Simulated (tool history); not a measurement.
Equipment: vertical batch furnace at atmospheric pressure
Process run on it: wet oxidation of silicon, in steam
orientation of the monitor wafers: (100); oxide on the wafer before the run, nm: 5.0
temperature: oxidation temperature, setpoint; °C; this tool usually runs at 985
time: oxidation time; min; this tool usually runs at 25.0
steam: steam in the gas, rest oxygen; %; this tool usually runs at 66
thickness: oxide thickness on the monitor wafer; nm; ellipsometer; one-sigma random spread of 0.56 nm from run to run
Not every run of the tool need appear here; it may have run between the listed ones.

run	hour	temperature	time	steam	wafers since the last listed run	hours since the last temperature calibration	hours since the steam generator was serviced	hours since the gauge calibration	read-back reference wafer on the same gauge, thickness	thickness
1	0.0	985	25.0	66	0	3076.6	2357.1	439.1	150.99	134.05
2	49.5	985	25.0	66	867	3126.1	2406.6	488.6	150.96	133.37
3	155.4	985	25.0	66	1855	3232.0	2512.5	594.5	151.08	134.01
4	238.7	985	19.5	76	1459	3315.3	2595.8	677.8	150.94	122.27
5	316.1	985	19.5	76	1356	3392.7	2673.2	755.2	151.09	122.61
6	379.0	985	19.5	76	1101	3455.6	2736.1	818.1	150.97	123.40
7	467.7	985	25.0	66	1553	3544.3	2824.8	906.8	151.00	133.89
8	513.7	985	25.0	66	805	3590.3	2870.8	952.8	151.07	134.24
9	592.4	985	25.0	66	1378	3669.0	2949.5	1031.5	151.10	133.63
# hour 687.0: thermocouples replaced and temperature profile calibrated
10	745.8	971	25.0	66	2267	58.8	3102.9	1184.9	150.94	114.75
11	831.3	971	25.0	66	1497	144.3	3188.4	1270.4	150.99	115.02
12	918.0	985	25.0	66	1518	231.0	3275.1	1357.1	150.98	133.71
13	1022.4	985	25.0	66	1829	335.4	3379.5	1461.5	151.05	134.24
14	1086.5	985	25.0	66	1123	399.5	3443.6	1525.6	150.93	132.72
# hour 1122.4: gauge calibrated
15	1146.8	971	30.0	55	1056	459.8	3503.9	24.4	150.93	114.43
16	1191.8	985	32.5	66	788	504.8	3548.9	69.4	151.05	165.69
17	1285.1	985	25.0	61	1634	598.1	3642.2	162.7	151.09	125.46
18	1389.9	1000	25.0	74	1836	702.9	3747.0	267.5	150.96	169.76
19	1434.2	967	35.0	74	776	747.2	3791.3	311.8	151.07	158.95
20	1501.5	985	25.0	69	1179	814.5	3858.6	379.1	150.96	138.81
# hour 1600.1: steam generator serviced
21	1679.4	985	25.0	66	2696	992.4	79.3	557.0	150.92	139.69
22	1743.8	985	25.0	74	1128	1056.8	143.7	621.4	150.98	152.18
23	1827.7	993	25.0	66	1469	1140.7	227.6	705.3	151.06	151.04
24	1873.0	985	16.0	66	793	1186.0	272.9	750.6	151.03	96.45
25	1931.5	961	29.5	77	1024	1244.5	331.4	809.1	151.06	138.35
26	1975.6	985	25.0	66	772	1288.6	375.5	853.2	151.13	139.10
27	2025.3	967	25.0	66	870	1338.3	425.2	902.9	151.07	114.00
28	2116.0	985	25.0	66	1589	1429.0	515.9	993.6	150.95	137.96
29	2186.2	985	25.0	55	1229	1499.2	586.1	1063.8	150.90	118.70

Forecast each of these 5 alternatives for the next run:
A	2189.8	985	35.0	66	63	1502.8	589.7	1067.4	?	?
B	2189.8	996	25.0	66	63	1502.8	589.7	1067.4	?	?
C	2189.8	985	21.0	66	63	1502.8	589.7	1067.4	?	?
D	2189.8	992	25.0	66	63	1502.8	589.7	1067.4	?	?
E	2189.8	1005	25.0	66	63	1502.8	589.7	1067.4	?	?

run	read-back reference wafer on the same gauge, thickness	thickness
A	151.11	180.63
B	151.11	154.59
C	151.11	119.98
D	151.11	148.53
E	151.11	168.62
Take away the tool's hidden state, keep each run's random variation, and the runs would have read:
run	thickness
A	183.95
B	157.44
C	122.28
D	151.30
E	171.66

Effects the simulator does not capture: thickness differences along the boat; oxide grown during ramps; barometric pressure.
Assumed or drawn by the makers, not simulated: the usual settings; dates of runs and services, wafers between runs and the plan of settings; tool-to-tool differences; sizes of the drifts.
